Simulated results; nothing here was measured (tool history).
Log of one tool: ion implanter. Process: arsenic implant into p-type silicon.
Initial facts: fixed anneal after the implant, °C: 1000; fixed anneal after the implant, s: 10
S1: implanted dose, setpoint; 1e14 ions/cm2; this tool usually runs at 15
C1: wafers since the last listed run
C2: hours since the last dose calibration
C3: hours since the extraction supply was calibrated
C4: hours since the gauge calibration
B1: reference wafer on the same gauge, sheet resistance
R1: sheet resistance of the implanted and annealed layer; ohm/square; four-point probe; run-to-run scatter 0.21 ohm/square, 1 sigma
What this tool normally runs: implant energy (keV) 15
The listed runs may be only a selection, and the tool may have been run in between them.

{"run": 1, "hour": 0.0, "S1": 15, "implant energy (keV)": 15, "C1": 0, "C2": 330.5, "C3": 5533.2, "C4": 501.7, "B1": 124.99, "R1": 141.4}
{"hour": 5.6, "done": "gauge calibrated"}
{"run": 2, "hour": 91.3, "S1": 15, "implant energy (keV)": 18, "C1": 1656, "C2": 421.8, "C3": 5624.5, "C4": 85.7, "B1": 125.02, "R1": 132.2}
{"run": 3, "hour": 117.7, "S1": 15, "implant energy (keV)": 15, "C1": 478, "C2": 448.2, "C3": 5650.9, "C4": 112.1, "B1": 125.01, "R1": 141.24}
{"run": 4, "hour": 143.4, "S1": 15, "implant energy (keV)": 15, "C1": 466, "C2": 473.9, "C3": 5676.6, "C4": 137.8, "B1": 124.95, "R1": 141.38}
{"run": 5, "hour": 155.5, "S1": 15, "implant energy (keV)": 15, "C1": 219, "C2": 486, "C3": 5688.7, "C4": 149.9, "B1": 125.03, "R1": 141.57}
{"run": 6, "hour": 183.6, "S1": 15, "implant energy (keV)": 13, "C1": 509, "C2": 514.1, "C3": 5716.8, "C4": 178, "B1": 124.97, "R1": 147.84}
{"run": 7, "hour": 206.9, "S1": 15, "implant energy (keV)": 13, "C1": 422, "C2": 537.4, "C3": 5740.1, "C4": 201.3, "B1": 124.98, "R1": 148.17}
{"run": 8, "hour": 242.2, "S1": 15, "implant energy (keV)": 15, "C1": 640, "C2": 572.7, "C3": 5775.4, "C4": 236.6, "B1": 124.97, "R1": 141.58}
{"run": 9, "hour": 272.0, "S1": 15, "implant energy (keV)": 15, "C1": 540, "C2": 602.5, "C3": 5805.2, "C4": 266.4, "B1": 125.01, "R1": 141.64}
{"run": 10, "hour": 299.7, "S1": 15, "implant energy (keV)": 15, "C1": 502, "C2": 630.2, "C3": 5832.9, "C4": 294.1, "B1": 125, "R1": 141.5}
{"run": 11, "hour": 319.8, "S1": 15, "implant energy (keV)": 15, "C1": 364, "C2": 650.3, "C3": 5853, "C4": 314.2, "B1": 125.02, "R1": 141.71}
{"run": 12, "hour": 335.3, "S1": 15, "implant energy (keV)": 15, "C1": 281, "C2": 665.8, "C3": 5868.5, "C4": 329.7, "B1": 125.03, "R1": 141.7}
{"run": 13, "hour": 354.0, "S1": 13.86, "implant energy (keV)": 15, "C1": 339, "C2": 684.5, "C3": 5887.2, "C4": 348.4, "B1": 124.96, "R1": 144.09}
{"run": 14, "hour": 373.7, "S1": 13.86, "implant energy (keV)": 15, "C1": 357, "C2": 704.2, "C3": 5906.9, "C4": 368.1, "B1": 125, "R1": 144.44}
{"run": 15, "hour": 391.9, "S1": 13.86, "implant energy (keV)": 15, "C1": 330, "C2": 722.4, "C3": 5925.1, "C4": 386.3, "B1": 124.99, "R1": 144.24}
{"run": 16, "hour": 427.2, "S1": 15, "implant energy (keV)": 15, "C1": 640, "C2": 757.7, "C3": 5960.4, "C4": 421.6, "B1": 125.02, "R1": 141.65}
{"run": 17, "hour": 454.1, "S1": 15, "implant energy (keV)": 15, "C1": 488, "C2": 784.6, "C3": 5987.3, "C4": 448.5, "B1": 125, "R1": 142.08}
{"run": 18, "hour": 477.8, "S1": 12.68, "implant energy (keV)": 15, "C1": 429, "C2": 808.3, "C3": 6011, "C4": 472.2, "B1": 125, "R1": 147.85}
{"run": 19, "hour": 507.1, "S1": 15, "implant energy (keV)": 15, "C1": 531, "C2": 837.6, "C3": 6040.3, "C4": 501.5, "B1": 124.99, "R1": 142.38}
{"run": 20, "hour": 528.5, "S1": 17.54, "implant energy (keV)": 10.5, "C1": 388, "C2": 859, "C3": 6061.7, "C4": 522.9, "B1": 125.01, "R1": 153.88}
{"run": 21, "hour": 547.7, "S1": 15, "implant energy (keV)": 17, "C1": 348, "C2": 878.2, "C3": 6080.9, "C4": 542.1, "B1": 125.01, "R1": 136.71}
{"hour": 565.7, "done": "gauge calibrated"}
{"run": 22, "hour": 576.9, "S1": 16.36, "implant energy (keV)": 15, "C1": 529, "C2": 907.4, "C3": 6110.1, "C4": 11.2, "B1": 125.02, "R1": 139.9}
{"hour": 585.3, "done": "extraction supply calibrated"}
{"hour": 595.9, "done": "Faraday cup replaced and dose calibrated"}
{"run": 23, "hour": 596.4, "S1": 19.5, "implant energy (keV)": 13.5, "C1": 63, "C2": 0.5, "C3": 11.1, "C4": 30.7, "B1": 125.01, "R1": 139.79}
{"run": 24, "hour": 618.9, "S1": 16.4, "implant energy (keV)": 12.5, "C1": 408, "C2": 23, "C3": 33.6, "C4": 53.2, "B1": 125.04, "R1": 147.12}
{"run": 25, "hour": 646.7, "S1": 13.06, "implant energy (keV)": 15, "C1": 504, "C2": 50.8, "C3": 61.4, "C4": 81, "B1": 124.99, "R1": 145.15}
{"run": 26, "hour": 669.7, "S1": 18, "implant energy (keV)": 10, "C1": 417, "C2": 73.8, "C3": 84.4, "C4": 104, "B1": 124.96, "R1": 154.24}
{"run": 27, "hour": 682.2, "S1": 13.15, "implant energy (keV)": 20, "C1": 226, "C2": 86.3, "C3": 96.9, "C4": 116.5, "B1": 124.94, "R1": 130.22}
{"run": 28, "hour": 708.9, "S1": 15, "implant energy (keV)": 15, "C1": 484, "C2": 113, "C3": 123.6, "C4": 143.2, "B1": 125.04, "R1": 140.86}
{"run": 29, "hour": 739.6, "S1": 19.22, "implant energy (keV)": 10, "C1": 556, "C2": 143.7, "C3": 154.3, "C4": 173.9, "B1": 125, "R1": 152.23}
{"run": 30, "hour": 765.4, "S1": 11.42, "implant energy (keV)": 17.5, "C1": 468, "C2": 169.5, "C3": 180.1, "C4": 199.7, "B1": 125, "R1": 143.29}
{"run": 31, "hour": 799.9, "S1": 15, "implant energy (keV)": 19, "C1": 625, "C2": 204, "C3": 214.6, "C4": 234.2, "B1": 125, "R1": 128.83}
{"run": 32, "hour": 821.1, "S1": 11.44, "implant energy (keV)": 12, "C1": 384, "C2": 225.2, "C3": 235.8, "C4": 255.4, "B1": 124.97, "R1": 160.72}
{"run": 33, "hour": 851.9, "S1": 11.4, "implant energy (keV)": 15, "C1": 558, "C2": 256, "C3": 266.6, "C4": 286.2, "B1": 124.98, "R1": 150.87}
{"run": 34, "hour": 876.0, "S1": 16.77, "implant energy (keV)": 12.5, "C1": 437, "C2": 280.1, "C3": 290.7, "C4": 310.3, "B1": 125.01, "R1": 146.37}
{"run": 35, "hour": 910.8, "S1": 16.25, "implant energy (keV)": 19, "C1": 631, "C2": 314.9, "C3": 325.5, "C4": 345.1, "B1": 124.99, "R1": 126.68}
{"run": 36, "hour": 944.1, "S1": 15, "implant energy (keV)": 15, "C1": 604, "C2": 348.2, "C3": 358.8, "C4": 378.4, "B1": 124.98, "R1": 141.06}
{"run": 37, "hour": 967.8, "S1": 13.46, "implant energy (keV)": 18, "C1": 429, "C2": 371.9, "C3": 382.5, "C4": 402.1, "B1": 124.97, "R1": 135.17}

Forecast each of these 4 alternatives for the next run:
{"run": "A", "hour": 968.2, "S1": 15, "implant energy (keV)": 15, "C1": 7, "C2": 372.3, "C3": 382.9, "C4": 402.5, "B1": "?", "R1": "?"}
{"run": "B", "hour": 968.2, "S1": 12.78, "implant energy (keV)": 18, "C1": 7, "C2": 372.3, "C3": 382.9, "C4": 402.5, "B1": "?", "R1": "?"}
{"run": "C", "hour": 968.2, "S1": 11.22, "implant energy (keV)": 13.5, "C1": 7, "C2": 372.3, "C3": 382.9, "C4": 402.5, "B1": "?", "R1": "?"}
{"run": "D", "hour": 968.2, "S1": 16.96, "implant energy (keV)": 10, "C1": 7, "C2": 372.3, "C3": 382.9, "C4": 402.5, "B1": "?", "R1": "?"}

run=A B1=125.03 R1=141.45
run=B B1=125.03 R1=137.64
run=C B1=125.03 R1=157.05
run=D B1=125.03 R1=156.1
The same runs, with their run-to-run variation unchanged, on a tool lacking any hidden condition would have given:
run=A R1=141.36
run=B R1=137.51
run=C R1=156.9
run=D R1=156.01

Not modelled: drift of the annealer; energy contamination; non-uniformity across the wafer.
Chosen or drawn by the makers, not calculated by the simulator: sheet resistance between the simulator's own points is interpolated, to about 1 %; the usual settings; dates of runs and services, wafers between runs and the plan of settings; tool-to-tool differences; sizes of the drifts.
